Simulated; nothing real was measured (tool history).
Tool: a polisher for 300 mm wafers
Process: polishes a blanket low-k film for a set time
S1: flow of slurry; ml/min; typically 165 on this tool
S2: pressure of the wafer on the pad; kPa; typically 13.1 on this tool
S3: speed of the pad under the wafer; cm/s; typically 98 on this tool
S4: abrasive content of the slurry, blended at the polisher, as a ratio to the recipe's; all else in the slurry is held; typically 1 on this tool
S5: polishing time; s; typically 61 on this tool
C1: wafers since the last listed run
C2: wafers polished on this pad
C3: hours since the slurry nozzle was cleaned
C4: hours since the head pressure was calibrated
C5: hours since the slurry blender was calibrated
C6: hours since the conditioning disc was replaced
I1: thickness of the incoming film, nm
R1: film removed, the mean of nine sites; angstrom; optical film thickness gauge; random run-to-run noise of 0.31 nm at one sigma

{"run": 1, "day": 0.0, "S1": 165, "S2": 13.1, "S3": 98, "S4": 0.85, "S5": 61, "C1": 0, "C2": 1730, "C3": 258.2, "C4": 137.7, "C5": 65.3, "C6": 136.7, "I1": 572.3, "R1": 252}
{"run": 2, "day": 4.067, "S1": 165, "S2": 13.1, "S3": 98, "S4": 1, "S5": 61, "C1": 978, "C2": 2709, "C3": 355.8, "C4": 235.3, "C5": 162.9, "C6": 234.3, "I1": 574, "R1": 261}
{"day": 4.492, "done": "conditioning disc replaced and pad reconditioned"}
{"run": 3, "day": 5.742, "S1": 165, "S2": 13.1, "S3": 98, "S4": 1, "S5": 61, "C1": 382, "C2": 3092, "C3": 396, "C4": 275.5, "C5": 203.1, "C6": 30, "I1": 568, "R1": 258}
{"day": 5.946, "done": "worn pad replaced by a new one"}
{"run": 4, "day": 7.896, "S1": 165, "S2": 13.1, "S3": 98, "S4": 1, "S5": 61, "C1": 478, "C2": 468, "C3": 447.7, "C4": 327.2, "C5": 254.8, "C6": 81.7, "I1": 573.6, "R1": 248}
{"day": 10.629, "done": "slurry blender recalibrated"}
{"run": 5, "day": 10.783, "S1": 165, "S2": 13.1, "S3": 98, "S4": 1, "S5": 66, "C1": 674, "C2": 1143, "C3": 517, "C4": 396.5, "C5": 3.7, "C6": 151, "I1": 562.4, "R1": 261}
{"run": 6, "day": 12.138, "S1": 165, "S2": 13.1, "S3": 98, "S4": 1, "S5": 66, "C1": 325, "C2": 1469, "C3": 549.5, "C4": 429, "C5": 36.2, "C6": 183.5, "I1": 576.2, "R1": 261}
{"run": 7, "day": 14.454, "S1": 165, "S2": 13.1, "S3": 98, "S4": 1, "S5": 66, "C1": 557, "C2": 2026, "C3": 605.1, "C4": 484.6, "C5": 91.8, "C6": 239.1, "I1": 557.5, "R1": 260}
{"day": 14.767, "done": "conditioning disc replaced and pad reconditioned"}
{"day": 15.704, "done": "slurry nozzle cleaned"}
{"run": 8, "day": 15.725, "S1": 165, "S2": 11, "S3": 120, "S4": 1, "S5": 61, "C1": 275, "C2": 2302, "C3": 0.5, "C4": 515.1, "C5": 122.3, "C6": 23, "I1": 571.5, "R1": 230}
{"run": 9, "day": 18.242, "S1": 165, "S2": 11, "S3": 120, "S4": 1, "S5": 61, "C1": 605, "C2": 2908, "C3": 60.9, "C4": 575.5, "C5": 182.7, "C6": 83.4, "I1": 562.3, "R1": 226}
{"run": 10, "day": 19.433, "S1": 165, "S2": 15.9, "S3": 98, "S4": 1, "S5": 61, "C1": 286, "C2": 3194, "C3": 89.5, "C4": 604.1, "C5": 211.3, "C6": 112, "I1": 569.4, "R1": 271}
{"day": 20.208, "done": "worn pad replaced by a new one, repeated, since the last time left the tool worse"}
{"run": 11, "day": 21.762, "S1": 165, "S2": 15.9, "S3": 98, "S4": 1, "S5": 61, "C1": 520, "C2": 374, "C3": 145.4, "C4": 660, "C5": 267.2, "C6": 167.9, "I1": 569.3, "R1": 327}
{"day": 22.583, "done": "head pressure recalibrated"}
{"run": 12, "day": 23.483, "S1": 165, "S2": 15.9, "S3": 98, "S4": 1, "S5": 61, "C1": 394, "C2": 768, "C3": 186.7, "C4": 21.6, "C5": 308.5, "C6": 209.2, "I1": 566, "R1": 326}
{"day": 23.6, "done": "slurry blender recalibrated"}
{"run": 13, "day": 24.758, "S1": 165, "S2": 11.7, "S3": 98, "S4": 1, "S5": 47, "C1": 286, "C2": 1055, "C3": 217.3, "C4": 52.2, "C5": 27.8, "C6": 239.8, "I1": 571.7, "R1": 187}
{"day": 26.175, "done": "conditioning disc replaced and pad reconditioned"}
{"run": 14, "day": 27.638, "S1": 120, "S2": 13.1, "S3": 98, "S4": 1.2, "S5": 61, "C1": 672, "C2": 1727, "C3": 286.4, "C4": 121.3, "C5": 96.9, "C6": 35.1, "I1": 575.2, "R1": 280}
{"run": 15, "day": 30.35, "S1": 165, "S2": 13.1, "S3": 98, "S4": 1, "S5": 61, "C1": 652, "C2": 2380, "C3": 351.5, "C4": 186.4, "C5": 162, "C6": 100.2, "I1": 566.1, "R1": 264}
{"day": 31.721, "done": "worn pad replaced by a new one"}
{"run": 16, "day": 32.904, "S1": 140, "S2": 13.1, "S3": 98, "S4": 1.1, "S5": 61, "C1": 574, "C2": 285, "C3": 412.8, "C4": 247.7, "C5": 223.3, "C6": 161.5, "I1": 571.4, "R1": 283}
{"day": 33.708, "done": "slurry blender recalibrated"}
{"run": 17, "day": 34.538, "S1": 185, "S2": 10.3, "S3": 110, "S4": 1, "S5": 80, "C1": 372, "C2": 658, "C3": 452, "C4": 286.9, "C5": 19.9, "C6": 200.7, "I1": 571.5, "R1": 310}
{"run": 18, "day": 36.775, "S1": 165, "S2": 13.1, "S3": 124, "S4": 1, "S5": 61, "C1": 538, "C2": 1196, "C3": 505.7, "C4": 340.6, "C5": 73.6, "C6": 254.4, "I1": 566.3, "R1": 320}
{"day": 38.054, "done": "conditioning disc replaced and pad reconditioned"}
{"run": 19, "day": 39.475, "S1": 165, "S2": 13.1, "S3": 98, "S4": 1, "S5": 61, "C1": 629, "C2": 1826, "C3": 570.5, "C4": 405.4, "C5": 138.4, "C6": 34.1, "I1": 562.4, "R1": 261}
{"day": 40.167, "done": "slurry nozzle cleaned"}
{"run": 20, "day": 41.267, "S1": 165, "S2": 15.9, "S3": 124, "S4": 1, "S5": 55, "C1": 421, "C2": 2247, "C3": 26.4, "C4": 448.4, "C5": 181.4, "C6": 77.1, "I1": 573.4, "R1": 335}
{"run": 21, "day": 42.912, "S1": 200, "S2": 13.1, "S3": 98, "S4": 0.9, "S5": 61, "C1": 396, "C2": 2643, "C3": 65.9, "C4": 487.9, "C5": 220.9, "C6": 116.6, "I1": 569.7, "R1": 251}
{"day": 43.125, "done": "worn pad replaced by a new one"}
{"day": 45.05, "done": "slurry blender recalibrated"}
{"run": 22, "day": 45.488, "S1": 220, "S2": 13.1, "S3": 70, "S4": 1, "S5": 61, "C1": 559, "C2": 548, "C3": 127.7, "C4": 549.7, "C5": 10.5, "C6": 178.4, "I1": 571.5, "R1": 228}
{"run": 23, "day": 46.742, "S1": 165, "S2": 13.1, "S3": 98, "S4": 1, "S5": 61, "C1": 301, "C2": 850, "C3": 157.8, "C4": 579.8, "C5": 40.6, "C6": 208.5, "I1": 580.2, "R1": 269}
{"run": 24, "day": 49.346, "S1": 120, "S2": 13.1, "S3": 98, "S4": 1, "S5": 42, "C1": 626, "C2": 1477, "C3": 220.3, "C4": 642.3, "C5": 103.1, "C6": 271, "I1": 568.9, "R1": 176}
{"day": 50.612, "done": "conditioning disc replaced and pad reconditioned"}
{"day": 50.908, "done": "head pressure recalibrated"}
{"run": 25, "day": 51.304, "S1": 165, "S2": 13.1, "S3": 98, "S4": 1, "S5": 61, "C1": 431, "C2": 1908, "C3": 267.3, "C4": 9.5, "C5": 150.1, "C6": 16.6, "I1": 574.9, "R1": 265}
{"run": 26, "day": 53.917, "S1": 165, "S2": 13.1, "S3": 98, "S4": 1, "S5": 61, "C1": 628, "C2": 2536, "C3": 330, "C4": 72.2, "C5": 212.8, "C6": 79.3, "I1": 582, "R1": 257}

A few steps of R1 between consecutive runs. Split each: what settings, incoming material and random variation would produce without the hidden state, and what is left over for the hidden state, along with gauge scatter present in only one of the two compared results (measured, and without hidden state):
The tool's hidden condition here consists of: removal rate lost through wear of the pad, %; slurry flow missing at the pad, %; deviation of the head's pressure from its setpoint, %; abrasive missing from the slurry, %; time polished since the conditioner stopped cutting, s.
Run 3 -> 4: worn pad replaced by a new one. R1 -10 angstrom: hidden state -15, all else +5.
Run 10 -> 11: worn pad replaced by a new one, repeated, since the last time left the tool worse. R1 +56 angstrom: hidden state +56, all else +0.
Run 12 -> 13: S2 15.9 -> 11.7, S5 61 -> 47, slurry blender recalibrated. R1 -139 angstrom: hidden state +0, all else -139.
Run 13 -> 14: S1 165 -> 120, S2 11.7 -> 13.1, S4 1 -> 1.2, S5 47 -> 61, conditioning disc replaced and pad reconditioned. R1 +93 angstrom: hidden state -3, all else +96.
